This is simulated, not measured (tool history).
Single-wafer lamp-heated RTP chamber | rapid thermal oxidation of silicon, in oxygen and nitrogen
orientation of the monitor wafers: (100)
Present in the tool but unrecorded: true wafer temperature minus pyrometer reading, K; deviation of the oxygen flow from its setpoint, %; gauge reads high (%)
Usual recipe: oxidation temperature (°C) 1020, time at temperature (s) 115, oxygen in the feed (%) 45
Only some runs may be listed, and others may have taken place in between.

run	hour	oxidation temperature (°C)	time at temperature (s)	oxygen in the feed (%)	wafers since the last listed run	wafers since the last pyrometer calibration	hours since the oxygen flow controller was replaced	hours since the gauge calibration	read-back reference wafer on the same gauge, thickness	oxide thickness on the monitor wafer (angstrom)
1	0.0	1020	72	45	0	2674	5322.4	49.2	6.232	60.46
2	41.4	1020	72	45	233	2908	5363.8	90.6	6.232	60.59
3	102.2	1020	115	45	343	3251	5424.6	151.4	6.237	74.80
4	155.6	1020	115	45	301	3553	5478.0	204.8	6.232	74.72
5	189.8	1020	115	45	193	3746	5512.2	239.0	6.228	74.56
6	228.6	1020	115	45	219	3965	5551.0	277.8	6.228	74.83
# hour 245.2: pyrometer window cleaned and pyrometer calibrated
7	257.8	1020	115	45	119	71	5580.2	307.0	6.228	72.17
# hour 284.6: oxygen flow controller replaced
8	304.7	1020	163	45	219	291	20.1	353.9	6.232	85.13
9	328.9	1020	65	20	136	427	44.3	378.1	6.229	43.46
10	357.9	1020	115	45	163	591	73.3	407.1	6.229	72.73
# hour 364.8: gauge calibrated
11	410.8	1047	115	45	298	890	126.2	46.0	6.231	88.46
12	464.7	1020	90	55	304	1194	180.1	99.9	6.229	70.31
13	529.3	990	131	62	364	1559	244.7	164.5	6.229	70.36
14	575.2	1020	65	20	259	1818	290.6	210.4	6.232	44.14
15	625.2	1020	115	45	282	2100	340.6	260.4	6.227	73.88

Describe how what the log doesn't record of the tool's condition differs between the last listed run preceding each entry between runs and the first listed run following it.
Run 6 -> run 7: pyrometer window cleaned and pyrometer calibrated (hour 245.2)
  true wafer temperature minus pyrometer reading, K: 5.64 -> 0.41
  difference, measured minus the result without the unlogged condition, oxide thickness on the monitor wafer (angstrom): +2.93 -> +0.21
Run 7 -> run 8: oxygen flow controller replaced (hour 284.6)
  true wafer temperature minus pyrometer reading, K: 0.41 -> 1.18
  difference, measured minus the result without the unlogged condition, oxide thickness on the monitor wafer (angstrom): +0.21 -> +0.72
Run 10 -> run 11: gauge calibrated (hour 364.8)
  true wafer temperature minus pyrometer reading, K: 1.91 -> 2.51
  difference, measured minus the result without the unlogged condition, oxide thickness on the monitor wafer (angstrom): +0.98 -> +1.51
